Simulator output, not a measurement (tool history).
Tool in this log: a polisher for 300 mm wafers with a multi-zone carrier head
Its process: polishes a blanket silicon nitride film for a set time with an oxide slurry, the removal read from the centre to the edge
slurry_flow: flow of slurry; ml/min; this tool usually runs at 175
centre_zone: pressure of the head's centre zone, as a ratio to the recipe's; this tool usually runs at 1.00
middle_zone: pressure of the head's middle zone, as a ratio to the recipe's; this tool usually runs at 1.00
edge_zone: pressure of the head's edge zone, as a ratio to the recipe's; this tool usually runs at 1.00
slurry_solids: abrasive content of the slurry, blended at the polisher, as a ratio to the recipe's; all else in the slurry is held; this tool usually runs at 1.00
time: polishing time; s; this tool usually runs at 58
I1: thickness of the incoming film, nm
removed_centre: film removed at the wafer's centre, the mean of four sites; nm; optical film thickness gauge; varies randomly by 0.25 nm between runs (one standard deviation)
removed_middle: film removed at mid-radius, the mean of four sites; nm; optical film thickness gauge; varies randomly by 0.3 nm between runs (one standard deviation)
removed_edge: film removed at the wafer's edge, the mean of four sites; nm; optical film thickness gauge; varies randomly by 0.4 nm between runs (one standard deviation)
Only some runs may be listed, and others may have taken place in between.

Run 1, hour 0.0: usual settings; I1 489.5. Result: removed_centre 30.7 nm, removed_middle 30.1 nm, removed_edge 30.7 nm.
Run 2, hour 6.8: usual settings but slurry_flow 200 ml/min, middle_zone 1.08, time 71 s; I1 494.3. Result: removed_centre 38.3 nm, removed_middle 38.4 nm, removed_edge 36.9 nm.
Run 3, hour 23.2: usual settings but edge_zone 1.05; I1 491.1. Result: removed_centre 30.5 nm, removed_middle 29.7 nm, removed_edge 31.2 nm.
Run 4, hour 29.4: usual settings; I1 494.0. Result: removed_centre 30.5 nm, removed_middle 29.6 nm, removed_edge 30.1 nm.
Run 5, hour 44.3: usual settings; I1 487.6. Result: removed_centre 30.3 nm, removed_middle 29.5 nm, removed_edge 29.4 nm.
Run 6, hour 53.1: usual settings but slurry_solids 0.80, time 49 s; I1 486.6. Result: removed_centre 23.4 nm, removed_middle 23.5 nm, removed_edge 23.5 nm.
Run 7, hour 64.6: usual settings; I1 491.1. Result: removed_centre 30.3 nm, removed_middle 29.3 nm, removed_edge 30.1 nm.
Run 8, hour 74.7: usual settings; I1 484.6. Result: removed_centre 29.7 nm, removed_middle 29.6 nm, removed_edge 29.6 nm.
At hour 86.4: worn pad replaced by a new one.
Run 9, hour 91.7: usual settings but centre_zone 0.97, middle_zone 0.96, edge_zone 0.92, slurry_solids 1.15; I1 489.5. Result: removed_centre 30.2 nm, removed_middle 29.3 nm, removed_edge 30.5 nm.
At hour 99.0: slurry nozzle cleaned.
Run 10, hour 102.8: usual settings but slurry_flow 225 ml/min; I1 484.3. Result: removed_centre 32.3 nm, removed_middle 31.2 nm, removed_edge 31.1 nm.
Run 11, hour 110.9: usual settings but middle_zone 1.05, time 42 s; I1 498.7. Result: removed_centre 22.7 nm, removed_middle 22.1 nm, removed_edge 21.9 nm.
Run 12, hour 123.4: usual settings but centre_zone 0.89, middle_zone 1.12, edge_zone 1.10, time 38 s; I1 492.8. Result: removed_centre 17.3 nm, removed_middle 20.7 nm, removed_edge 20.8 nm.
At hour 135.0: centre zone pressure recalibrated.
Run 13, hour 138.4: usual settings but slurry_flow 150 ml/min, middle_zone 0.94, slurry_solids 1.10, time 43 s; I1 487.3. Result: removed_centre 23.0 nm, removed_middle 22.3 nm, removed_edge 23.0 nm.
Run 14, hour 153.9: usual settings but slurry_flow 235 ml/min, centre_zone 1.08, slurry_solids 1.10; I1 491.1. Result: removed_centre 36.6 nm, removed_middle 32.5 nm, removed_edge 32.4 nm.
Run 15, hour 163.9: usual settings but time 64 s; I1 491.9. Result: removed_centre 34.0 nm, removed_middle 33.5 nm, removed_edge 33.6 nm.
Run 16, hour 181.3: usual settings; I1 489.6. Result: removed_centre 30.9 nm, removed_middle 30.2 nm, removed_edge 29.9 nm.
Run 17, hour 195.3: usual settings but slurry_flow 200 ml/min, centre_zone 0.91, time 66 s; I1 489.0. Result: removed_centre 30.9 nm, removed_middle 34.5 nm, removed_edge 35.7 nm.
Run 18, hour 208.9: usual settings but centre_zone 1.05; I1 495.1. Result: removed_centre 33.0 nm, removed_middle 30.7 nm, removed_edge 30.7 nm.
Run 19, hour 215.7: usual settings but slurry_flow 195 ml/min, edge_zone 1.04; I1 480.7. Result: removed_centre 31.4 nm, removed_middle 30.6 nm, removed_edge 30.8 nm.
Run 20, hour 223.8: usual settings; I1 493.0. Result: removed_centre 30.8 nm, removed_middle 29.8 nm, removed_edge 31.0 nm.
At hour 228.4: worn pad replaced by a new one.
Run 21, hour 238.0: usual settings but slurry_flow 225 ml/min, middle_zone 0.92, edge_zone 0.89, time 38 s; I1 490.4. Result: removed_centre 20.9 nm, removed_middle 19.5 nm, removed_edge 19.8 nm.
Run 22, hour 250.5: usual settings but slurry_flow 140 ml/min, edge_zone 1.04, slurry_solids 0.90; I1 489.3. Result: removed_centre 28.4 nm, removed_middle 27.4 nm, removed_edge 29.3 nm.

What the log doesn't show, run by run:
removal rate lost through wear of the pad, %: 0 across all the runs
deviation of the centre zone's pressure from its setpoint, %: 0 across all the runs
deviation of the edge zone's pressure from its setpoint, %: 0 across all the runs
H1: slurry flow missing at the pad, %
run    H1
  1  8.08
  2  8.78
  3  10.6
  4  11.3
  5  13.2
  6  14.4
  7    16
  8  17.6
  9  20.2
 10  1.23
 11  1.27
 12  1.43
 13  1.76
 14  2.27
 15  2.69
 16  3.58
 17  4.45
 18  5.42
 19  5.96
 20  6.64
 21  7.94
 22   9.2

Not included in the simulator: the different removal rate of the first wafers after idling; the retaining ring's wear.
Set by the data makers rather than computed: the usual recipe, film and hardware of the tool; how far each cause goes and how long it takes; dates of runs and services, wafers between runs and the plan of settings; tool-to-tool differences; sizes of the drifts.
